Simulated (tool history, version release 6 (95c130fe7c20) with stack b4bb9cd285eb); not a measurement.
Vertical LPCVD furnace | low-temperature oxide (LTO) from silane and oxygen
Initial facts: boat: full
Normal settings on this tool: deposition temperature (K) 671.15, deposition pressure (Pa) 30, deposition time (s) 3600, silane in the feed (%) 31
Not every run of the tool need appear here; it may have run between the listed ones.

run   hour  deposition temperature (K)  deposition pressure (Pa)  deposition time (s)  silane in the feed (%)  read-back reference wafer on the same gauge, thickness  film thickness on the monitor wafer in the middle of the boat (nm)
  1      0                      671.15                        30                 3600                      31                                                  380.21                                                              389.25
  2   29.6                      662.15                        30                 3600                      31                                                  380.26                                                              349.54
  3     44                      662.15                        30                 3600                      31                                                  380.52                                                              351.97
  4   63.9                      662.15                        30                 3600                      31                                                   380.5                                                              349.78
  5   90.4                      671.15                        30                 3600                      31                                                  380.28                                                              390.85
     121.3  -- silane flow controller replaced
  6  121.8                      671.15                        30                 3600                      31                                                  380.64                                                               389.3
  7  130.1                      671.15                        30                 3600                      31                                                  380.48                                                              391.34
  8  163.5                      671.15                        30                 3600                      31                                                  380.81                                                               393.6
     203.1  -- thermocouples replaced and temperature profile calibrated
     203.7  -- pressure gauge zeroed
  9  204.2                      661.15                      24.7                 2280                      31                                                     381                                                              180.99
 10  229.2                      671.15                        32                 3600                      26                                                  381.24                                                              322.09
 11  242.5                      671.15                        30                 4110                      31                                                  381.24                                                              445.88
 12  258.1                      671.15                      26.7                 3600                      31                                                  381.64                                                              348.48
 13  274.5                      671.15                        30                 3600                      31                                                  381.44                                                               393.1
 14  305.8                      679.15                        30                 2880                      33                                                  382.14                                                              377.77
 15  324.3                      659.15                        30                 3600                      31                                                  382.17                                                              339.39
 16  375.2                      671.15                        24                 4050                      35                                                  382.72                                                              419.13
 17  406.4                      660.15                      25.3                 4230                      31                                                   383.3                                                              340.44
 18  419.1                      665.15                        30                 2610                      33                                                  383.15                                                               291.1
 19  454.5                      659.15                        30                 4140                      31                                                  383.92                                                              391.16
     475.2  -- gauge calibrated
 20  478.5                      671.15                      35.3                 4800                      29                                                  379.29                                                              553.46
 21  512.3                      671.15                        30                 3600                      31                                                  379.44                                                              390.92
 22  541.3                      681.15                        30                 3600                      31                                                  379.31                                                              439.07
 23  568.7                      671.15                        30                 3600                      31                                                  379.34                                                              389.59
 24  589.9                      659.15                        30                 3600                      31                                                  379.61                                                              336.29
 25  604.2                      671.15                        30                 3600                      31                                                  379.67                                                              391.04
 26  620.6                      682.15                        24                 4260                      26                                                  379.75                                                              322.54
 27    655                      671.15                        30                 3600                      31                                                  379.65                                                              389.72
 28  683.9                      667.15                        36                 4470                      31                                                  379.94                                                              553.74
 29  719.5                      660.15                        34                 2700                      37                                                  380.15                                                              371.31
 30    746                      671.15                      27.3                 2340                      31                                                  380.05                                                              230.44
 31  768.2                      671.15                        30                 3600                      31                                                  380.53                                                              391.43

Alternative continuations, all from the tool just after run 31; predict every row:
  A  773.9                      671.15                        30                 3600                      31                                                       ?                                                                   ?
  B  773.9                      671.15                      23.3                 4650                      36                                                       ?                                                                   ?
  C  773.9                      671.15                        34                 3600                      31                                                       ?                                                                   ?
  D  773.9                      671.15                      25.3                 3600                      31                                                       ?                                                                   ?

run  read-back reference wafer on the same gauge, thickness  film thickness on the monitor wafer in the middle of the boat (nm)
  A                                                  380.51                                                              389.67
  B                                                  380.51                                                              481.35
  C                                                  380.51                                                              441.63
  D                                                  380.51                                                              329.06
With the hidden condition removed and each run's random variation left untouched, the same runs would have given:
run  film thickness on the monitor wafer in the middle of the boat (nm)
  A                                                              389.17
  B                                                              480.73
  C                                                              441.06
  D                                                              328.63
